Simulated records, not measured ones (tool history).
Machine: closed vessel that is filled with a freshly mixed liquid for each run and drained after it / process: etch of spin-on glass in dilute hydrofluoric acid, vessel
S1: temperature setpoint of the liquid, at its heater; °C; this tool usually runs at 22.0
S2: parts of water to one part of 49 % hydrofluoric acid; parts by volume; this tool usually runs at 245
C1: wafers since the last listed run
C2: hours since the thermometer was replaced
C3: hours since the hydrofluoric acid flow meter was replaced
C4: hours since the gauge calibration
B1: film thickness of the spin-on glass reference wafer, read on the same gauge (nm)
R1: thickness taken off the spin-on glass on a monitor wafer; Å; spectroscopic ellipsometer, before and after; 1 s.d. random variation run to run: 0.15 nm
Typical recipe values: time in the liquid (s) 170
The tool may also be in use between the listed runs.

run 1 day=0.000 | S1=22.0 S2=245 time_in_the_liquid_(s)=240 | C1=0 C2=524.7 C3=1609.0 C4=338.4 | B1=139.96 | R1=389.6
run 2 day=0.533 | S1=22.0 S2=245 time_in_the_liquid_(s)=240 | C1=1549 C2=537.5 C3=1621.8 C4=351.2 | B1=140.02 | R1=392.6
run 3 day=1.138 | S1=22.0 S2=245 time_in_the_liquid_(s)=170 | C1=1755 C2=552.0 C3=1636.3 C4=365.7 | B1=140.01 | R1=277.8
run 4 day=1.458 | S1=22.0 S2=245 time_in_the_liquid_(s)=170 | C1=932 C2=559.7 C3=1644.0 C4=373.4 | B1=139.99 | R1=279.1
run 5 day=1.783 | S1=22.0 S2=290 time_in_the_liquid_(s)=170 | C1=944 C2=567.5 C3=1651.8 C4=381.2 | B1=139.99 | R1=222.4
run 6 day=2.496 | S1=22.0 S2=290 time_in_the_liquid_(s)=170 | C1=2070 C2=584.6 C3=1668.9 C4=398.3 | B1=140.02 | R1=222.5
run 7 day=3.200 | S1=24.5 S2=245 time_in_the_liquid_(s)=170 | C1=2046 C2=601.5 C3=1685.8 C4=415.2 | B1=139.99 | R1=304.7
run 8 day=3.717 | S1=24.5 S2=245 time_in_the_liquid_(s)=170 | C1=1501 C2=613.9 C3=1698.2 C4=427.6 | B1=139.99 | R1=303.2
run 9 day=4.392 | S1=24.5 S2=245 time_in_the_liquid_(s)=170 | C1=1961 C2=630.1 C3=1714.4 C4=443.8 | B1=140.00 | R1=301.1
run 10 day=4.658 | S1=22.0 S2=245 time_in_the_liquid_(s)=170 | C1=774 C2=636.5 C3=1720.8 C4=450.2 | B1=139.98 | R1=280.3
run 11 day=4.921 | S1=22.0 S2=245 time_in_the_liquid_(s)=170 | C1=762 C2=642.8 C3=1727.1 C4=456.5 | B1=139.97 | R1=280.9
run 12 day=5.608 | S1=22.0 S2=245 time_in_the_liquid_(s)=170 | C1=1997 C2=659.3 C3=1743.6 C4=473.0 | B1=140.00 | R1=275.8
run 13 day=6.133 | S1=22.0 S2=245 time_in_the_liquid_(s)=170 | C1=1525 C2=671.9 C3=1756.2 C4=485.6 | B1=139.99 | R1=280.4
run 14 day=6.846 | S1=22.0 S2=245 time_in_the_liquid_(s)=170 | C1=2070 C2=689.0 C3=1773.3 C4=502.7 | B1=139.99 | R1=274.8
run 15 day=7.125 | S1=17.0 S2=175 time_in_the_liquid_(s)=230 | C1=811 C2=695.7 C3=1780.0 C4=509.4 | B1=139.98 | R1=463.9
run 16 day=7.404 | S1=24.5 S2=245 time_in_the_liquid_(s)=170 | C1=811 C2=702.4 C3=1786.7 C4=516.1 | B1=139.97 | R1=302.2
run 17 day=7.792 | S1=22.0 S2=290 time_in_the_liquid_(s)=170 | C1=1125 C2=711.7 C3=1796.0 C4=525.4 | B1=140.03 | R1=224.6
run 18 day=8.308 | S1=22.0 S2=245 time_in_the_liquid_(s)=170 | C1=1501 C2=724.1 C3=1808.4 C4=537.8 | B1=140.00 | R1=278.0

What does the tool deliver on the next run?
run 19 day=8.933 | S1=22.0 S2=245 time_in_the_liquid_(s)=170 | C1=1816 C2=739.1 C3=1823.4 C4=552.8 | B1=? | R1=?

B1: 140.00
R1: 278.1 Å
If the tool had no hidden condition, the same run with the same run-to-run variation would have returned R1 278.1 Å.
